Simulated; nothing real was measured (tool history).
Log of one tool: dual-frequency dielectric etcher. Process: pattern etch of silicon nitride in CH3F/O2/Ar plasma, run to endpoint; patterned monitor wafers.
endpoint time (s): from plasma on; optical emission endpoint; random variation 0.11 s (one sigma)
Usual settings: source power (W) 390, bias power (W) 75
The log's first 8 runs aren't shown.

| run | hour | source power (W) | bias power (W) | incoming incoming film thickness, nm | endpoint time (s) |
|---|---|---|---|---|---|
| 9 | 109.0 | 420 | 88 | 27.88 | 34.1 |
| 10 | 134.4 | 420 | 88 | 28.03 | 34.2 |
| 11 | 151.2 | 420 | 88 | 27.89 | 33.9 |
| 12 | 161.0 | 390 | 75 | 27.68 | 37.1 |
| 13 | 176.9 | 390 | 75 | 27.87 | 37.2 |
| 14 | 194.6 | 470 | 85 | 28.03 | 33.0 |
| 15 | 203.4 | 390 | 93 | 28.30 | 34.4 |
| 16 | 220.3 | 440 | 92 | 28.04 | 32.9 |
|  | 229.0 | source power generator calibrated |
| 17 | 229.6 | 390 | 66 | 27.96 | 39.3 |
| 18 | 240.5 | 390 | 75 | 27.74 | 37.1 |
| 19 | 247.5 | 390 | 75 | 27.94 | 37.4 |
|  | 273.1 | upper electrode replaced |
| 20 | 273.6 | 390 | 75 | 28.27 | 37.6 |
| 21 | 274.5 | 390 | 87 | 28.07 | 35.2 |
| 22 | 286.0 | 460 | 84 | 28.11 | 33.3 |
| 23 | 301.3 | 470 | 92 | 27.75 | 31.3 |
| 24 | 316.4 | 300 | 56 | 28.16 | 47.2 |

Run 25 comes next. What will it give?
| 25 | 322.5 | 390 | 75 | 28.02 | ? |

endpoint time (s): 37.3
Without the tool's hidden state the same run would have given endpoint time (s) 38.3.

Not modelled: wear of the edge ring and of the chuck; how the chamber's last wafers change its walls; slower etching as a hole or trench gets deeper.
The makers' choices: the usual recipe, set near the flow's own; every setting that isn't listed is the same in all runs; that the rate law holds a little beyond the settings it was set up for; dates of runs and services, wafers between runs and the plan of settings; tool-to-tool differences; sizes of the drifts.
